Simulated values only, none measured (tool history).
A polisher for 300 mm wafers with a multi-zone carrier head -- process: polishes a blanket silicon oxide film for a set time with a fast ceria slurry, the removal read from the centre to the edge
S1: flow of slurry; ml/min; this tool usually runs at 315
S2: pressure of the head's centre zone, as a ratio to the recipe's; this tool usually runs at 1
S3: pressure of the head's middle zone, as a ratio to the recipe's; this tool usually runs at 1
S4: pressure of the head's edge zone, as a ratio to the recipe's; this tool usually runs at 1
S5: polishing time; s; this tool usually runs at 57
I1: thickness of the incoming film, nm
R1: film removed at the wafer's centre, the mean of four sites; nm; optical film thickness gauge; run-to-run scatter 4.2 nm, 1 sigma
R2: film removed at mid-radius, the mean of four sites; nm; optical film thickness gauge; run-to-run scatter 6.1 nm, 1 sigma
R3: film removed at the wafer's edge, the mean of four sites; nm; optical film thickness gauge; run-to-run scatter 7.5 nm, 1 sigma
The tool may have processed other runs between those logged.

| run | hour | S1 | S2 | S3 | S4 | S5 | I1 | R1 | R2 | R3 |
|---|---|---|---|---|---|---|---|---|---|---|
| 1 | 0 | 315 | 1 | 1 | 1 | 57 | 1753.1 | 598.2 | 589.2 | 582.5 |
| 2 | 12.2 | 315 | 1 | 0.96 | 1 | 57 | 1708.5 | 598.9 | 563.8 | 590.2 |
| 3 | 24.1 | 240 | 1 | 1 | 1 | 57 | 1725 | 575.1 | 570 | 583.3 |
| 4 | 38.9 | 315 | 0.91 | 1 | 1 | 39 | 1730.4 | 373.5 | 404.9 | 402.8 |
|  | 43.1 | edge zone pressure recalibrated |
| 5 | 45.3 | 315 | 1 | 1 | 1 | 57 | 1717 | 599.2 | 587.7 | 606.9 |
| 6 | 52.6 | 385 | 1 | 1 | 1.06 | 57 | 1744.8 | 613.1 | 609.8 | 625.5 |
| 7 | 61.4 | 315 | 1 | 1.08 | 1 | 40 | 1732.6 | 415.8 | 440.7 | 422.4 |
| 8 | 69.6 | 315 | 1 | 1 | 0.89 | 57 | 1709.8 | 599.3 | 584.8 | 560.5 |
| 9 | 77.5 | 315 | 1 | 1.09 | 1 | 57 | 1738.3 | 601.1 | 630.7 | 589.8 |
|  | 93.9 | worn pad replaced by a new one |
|  | 114.6 | centre zone pressure recalibrated |
| 10 | 115.1 | 315 | 1 | 1 | 1 | 57 | 1715.7 | 593.6 | 588.1 | 590.5 |
| 11 | 120.5 | 315 | 1 | 1 | 1.08 | 57 | 1717 | 596.5 | 595 | 631.9 |
|  | 123.9 | slurry nozzle cleaned |
| 12 | 173.2 | 315 | 1 | 1 | 1 | 57 | 1735.8 | 597.2 | 577.2 | 603.5 |
| 13 | 180.7 | 315 | 0.96 | 1 | 1 | 57 | 1731.1 | 571.3 | 578.8 | 598.5 |
| 14 | 193 | 315 | 1 | 1.1 | 1.03 | 57 | 1722.8 | 596.6 | 639.9 | 592 |
| 15 | 202.6 | 315 | 1.1 | 0.88 | 0.94 | 57 | 1710.9 | 664.9 | 519.6 | 571.6 |
| 16 | 210.7 | 315 | 1 | 1.09 | 1 | 48 | 1722.3 | 506.3 | 536.9 | 503.6 |
| 17 | 217.9 | 425 | 1 | 1 | 1 | 57 | 1737.7 | 612.8 | 596.4 | 613.5 |
| 18 | 233.6 | 315 | 1 | 1 | 1 | 74 | 1725.4 | 777.9 | 756.7 | 793.8 |
| 19 | 243.3 | 315 | 1.1 | 1 | 1 | 57 | 1718.1 | 653.7 | 585.8 | 598.8 |
|  | 261.7 | worn pad replaced by a new one |
| 20 | 262.2 | 285 | 1.08 | 1 | 1 | 57 | 1726.7 | 632.2 | 589.8 | 600.6 |
| 21 | 272 | 220 | 1 | 1 | 0.92 | 57 | 1714.4 | 578.5 | 563.4 | 561.2 |
| 22 | 322.9 | 315 | 1 | 1.08 | 1 | 40 | 1722.5 | 420 | 439.3 | 412.3 |

Hidden state, per run?
removal rate lost through wear of the pad, %: 0 at every run
slurry flow missing at the pad, %: 0 at every run
deviation of the centre zone's pressure from its setpoint, %: 0 at every run
deviation of the edge zone's pressure from its setpoint, %: 0 at every run
